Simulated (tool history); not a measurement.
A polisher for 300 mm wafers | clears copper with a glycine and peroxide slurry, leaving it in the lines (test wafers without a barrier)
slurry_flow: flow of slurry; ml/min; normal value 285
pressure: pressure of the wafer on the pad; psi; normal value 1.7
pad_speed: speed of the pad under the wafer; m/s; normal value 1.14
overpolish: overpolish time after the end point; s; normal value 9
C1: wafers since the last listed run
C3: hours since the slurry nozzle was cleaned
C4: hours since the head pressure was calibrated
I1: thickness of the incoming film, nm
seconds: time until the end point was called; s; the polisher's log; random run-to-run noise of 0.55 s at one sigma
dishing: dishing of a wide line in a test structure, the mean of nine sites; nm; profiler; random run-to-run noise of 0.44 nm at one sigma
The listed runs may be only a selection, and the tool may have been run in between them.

Run 1, hour 0: usual settings but slurry_flow 325 ml/min, pad_speed 1 m/s; C1 0; wafers polished on this pad 974; C3 735.4; C4 1095.4; I1 438.7. Result: seconds 122.9 s, dishing 22.7 nm.
Run 2, hour 12.7: usual settings but slurry_flow 325 ml/min, pad_speed 1 m/s; C1 77; wafers polished on this pad 1052; C3 748.1; C4 1108.1; I1 430.2. Result: seconds 121.8 s, dishing 22.7 nm.
At hour 18.2: worn pad replaced by a new one.
Run 3, hour 28: usual settings but slurry_flow 325 ml/min, pad_speed 1 m/s; C1 69; wafers polished on this pad 59; C3 763.4; C4 1123.4; I1 424.2. Result: seconds 113.7 s, dishing 23.3 nm.
Run 4, hour 43.3: usual settings; C1 93; wafers polished on this pad 153; C3 778.7; C4 1138.7; I1 434.6. Result: seconds 108.8 s, dishing 25.6 nm.
Run 5, hour 51.4: usual settings; C1 49; wafers polished on this pad 202; C3 786.8; C4 1146.8; I1 425.7. Result: seconds 108.2 s, dishing 25.5 nm.
Run 6, hour 70: usual settings; C1 113; wafers polished on this pad 316; C3 805.4; C4 1165.4; I1 432.9. Result: seconds 109.6 s, dishing 24.1 nm.
Run 7, hour 87.5: usual settings but pad_speed 0.86 m/s; C1 107; wafers polished on this pad 423; C3 822.9; C4 1182.9; I1 431.4. Result: seconds 137.7 s, dishing 20.4 nm.
Run 8, hour 101.9: usual settings but pad_speed 0.86 m/s; C1 88; wafers polished on this pad 512; C3 837.3; C4 1197.3; I1 423.4. Result: seconds 135.9 s, dishing 19.5 nm.
Run 9, hour 114.3: usual settings but slurry_flow 310 ml/min; C1 75; wafers polished on this pad 588; C3 849.7; C4 1209.7; I1 433.7. Result: seconds 112.4 s, dishing 24.3 nm.
Run 10, hour 122.1: usual settings but slurry_flow 310 ml/min; C1 47; wafers polished on this pad 635; C3 857.5; C4 1217.5; I1 436.1. Result: seconds 113.7 s, dishing 23.9 nm.
Run 11, hour 131.5: usual settings but slurry_flow 310 ml/min; C1 57; wafers polished on this pad 693; C3 866.9; C4 1226.9; I1 435.1. Result: seconds 114 s, dishing 23.5 nm.
Run 12, hour 144.2: usual settings but slurry_flow 305 ml/min; C1 77; wafers polished on this pad 771; C3 879.6; C4 1239.6; I1 427.1. Result: seconds 114.1 s, dishing 24.3 nm.
At hour 151.3: slurry nozzle cleaned.
At hour 155.9: head pressure recalibrated.
Run 13, hour 167.4: usual settings but pad_speed 0.86 m/s; C1 123; wafers polished on this pad 894; C3 16.1; C4 11.5; I1 431.3. Result: seconds 130.1 s, dishing 20.5 nm.
Run 14, hour 185: usual settings but slurry_flow 340 ml/min, pressure 1.2 psi, pad_speed 0.8 m/s, overpolish 8 s; C1 107; wafers polished on this pad 1002; C3 33.7; C4 29.1; I1 432.9. Result: seconds 158.7 s, dishing 15.4 nm.
Run 15, hour 192.9: usual settings but pad_speed 1.36 m/s; C1 48; wafers polished on this pad 1050; C3 41.6; C4 37; I1 431.2. Result: seconds 92.9 s, dishing 29 nm.
Run 16, hour 208.8: usual settings but slurry_flow 200 ml/min, pressure 2.2 psi; C1 97; wafers polished on this pad 1148; C3 57.5; C4 52.9; I1 432.4. Result: seconds 96.1 s, dishing 28.2 nm.
At hour 213.3: worn pad replaced by a new one.
Run 17, hour 224.3: usual settings; C1 70; wafers polished on this pad 67; C3 73; C4 68.4; I1 423.2. Result: seconds 99.7 s, dishing 26.7 nm.
Run 18, hour 231.7: usual settings but slurry_flow 245 ml/min, pressure 2.2 psi, pad_speed 0.98 m/s; C1 45; wafers polished on this pad 112; C3 80.4; C4 75.8; I1 427. Result: seconds 100.1 s, dishing 27.6 nm.
Run 19, hour 244.4: usual settings but pressure 2.1 psi, overpolish 12 s; C1 77; wafers polished on this pad 190; C3 93.1; C4 88.5; I1 438. Result: seconds 91.7 s, dishing 39.2 nm.
Run 20, hour 258.9: usual settings but pressure 1.3 psi; C1 88; wafers polished on this pad 279; C3 107.6; C4 103; I1 431.2. Result: seconds 116.2 s, dishing 22.9 nm.
Run 21, hour 267.2: usual settings but slurry_flow 235 ml/min; C1 50; wafers polished on this pad 330; C3 115.9; C4 111.3; I1 434.6. Result: seconds 105.8 s, dishing 25.7 nm.
Run 22, hour 280.9: usual settings but slurry_flow 220 ml/min, pressure 1.9 psi, pad_speed 0.88 m/s, overpolish 6 s; C1 83; wafers polished on this pad 414; C3 129.6; C4 125; I1 434.7. Result: seconds 123.8 s, dishing 15.6 nm.
Run 23, hour 291.9: usual settings but pressure 1.4 psi; C1 67; wafers polished on this pad 481; C3 140.6; C4 136; I1 427.5. Result: seconds 113 s, dishing 23.9 nm.
Run 24, hour 303.8: usual settings but overpolish 7 s; C1 72; wafers polished on this pad 554; C3 152.5; C4 147.9; I1 428.9. Result: seconds 102.7 s, dishing 21.1 nm.

Alternative continuations, all from the tool just after run 24; predict every row:
Run A, hour 304.3: usual settings; C1 3; wafers polished on this pad 557; C3 153; C4 148.4; I1 431. Result: seconds ?, dishing ?.
Run B, hour 304.3: usual settings but pressure 2.2 psi, pad_speed 1.4 m/s; C1 3; wafers polished on this pad 557; C3 153; C4 148.4; I1 431. Result: seconds ?, dishing ?.
Run C, hour 304.3: usual settings but overpolish 5 s; C1 3; wafers polished on this pad 557; C3 153; C4 148.4; I1 431. Result: seconds ?, dishing ?.
Run D, hour 304.3: usual settings but slurry_flow 195 ml/min, pad_speed 0.92 m/s, overpolish 5 s; C1 3; wafers polished on this pad 557; C3 153; C4 148.4; I1 431. Result: seconds ?, dishing ?.

run  seconds  dishing
  A    103.9     25.9
  B     76.1     34.3
  C    103.9     14.9
  D    128.4     12.2
Without the tool's hidden state the same runs would have given:
run  seconds  dishing
  A     99.8     26.8
  B     73.1     35.6
  C     99.8     15.5
  D      123     12.7

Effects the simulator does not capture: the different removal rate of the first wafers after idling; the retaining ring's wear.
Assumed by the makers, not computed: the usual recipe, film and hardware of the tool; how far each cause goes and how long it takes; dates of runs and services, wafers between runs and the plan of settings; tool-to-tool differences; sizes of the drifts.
